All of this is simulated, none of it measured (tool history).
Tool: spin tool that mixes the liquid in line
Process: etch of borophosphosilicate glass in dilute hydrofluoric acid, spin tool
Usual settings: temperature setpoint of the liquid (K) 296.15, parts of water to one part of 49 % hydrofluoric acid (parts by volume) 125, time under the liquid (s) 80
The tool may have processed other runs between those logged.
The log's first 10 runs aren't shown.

| run | day | temperature setpoint of the liquid (K) | parts of water to one part of 49 % hydrofluoric acid (parts by volume) | time under the liquid (s) | read-back film thickness of the borophosphosilicate glass reference wafer, read on the same gauge (nm) | thickness taken off the borophosphosilicate glass on a monitor wafer (nm) |
|---|---|---|---|---|---|---|
|  | 29.462 | thermometer replaced |
| 11 | 32.179 | 296.15 | 125 | 80 | 79.93 | 38.27 |
| 12 | 40.729 | 291.65 | 165 | 45 | 79.99 | 13.08 |
| 13 | 43.879 | 296.15 | 100 | 35 | 80.00 | 21.48 |
| 14 | 48.250 | 296.15 | 125 | 30 | 79.96 | 14.24 |
| 15 | 52.204 | 296.15 | 125 | 80 | 80.02 | 37.74 |
| 16 | 54.279 | 291.65 | 165 | 45 | 80.02 | 12.95 |
| 17 | 57.058 | 298.65 | 95 | 100 | 79.96 | 70.67 |
| 18 | 60.146 | 296.15 | 125 | 55 | 80.00 | 26.04 |
|  | 61.792 | hydrofluoric acid flow meter replaced |
| 19 | 62.933 | 299.65 | 150 | 95 | 80.00 | 41.42 |
| 20 | 66.808 | 293.15 | 125 | 80 | 79.99 | 33.45 |
| 21 | 70.508 | 296.15 | 125 | 80 | 80.01 | 37.65 |
| 22 | 72.654 | 298.65 | 95 | 105 | 79.96 | 74.12 |
| 23 | 74.179 | 296.15 | 125 | 80 | 80.01 | 37.77 |
| 24 | 75.883 | 296.15 | 125 | 80 | 79.97 | 37.80 |
| 25 | 78.821 | 296.15 | 125 | 80 | 80.01 | 37.90 |
| 26 | 80.800 | 296.15 | 125 | 120 | 80.02 | 56.35 |
| 27 | 84.029 | 299.65 | 185 | 55 | 80.05 | 18.63 |
| 28 | 87.533 | 294.15 | 140 | 95 | 80.04 | 36.11 |

Estimate the outcome of run 29 from the log above:
| 29 | 90.254 | 293.65 | 160 | 110 | ? | ? |

{"run 29": {"read-back film thickness of the borophosphosilicate glass reference wafer, read on the same gauge (nm)": 80.01, "thickness taken off the borophosphosilicate glass on a monitor wafer (nm)": 35.25}}
The same run, on a tool lacking any hidden state, would have yielded thickness taken off the borophosphosilicate glass on a monitor wafer (nm) 35.88.
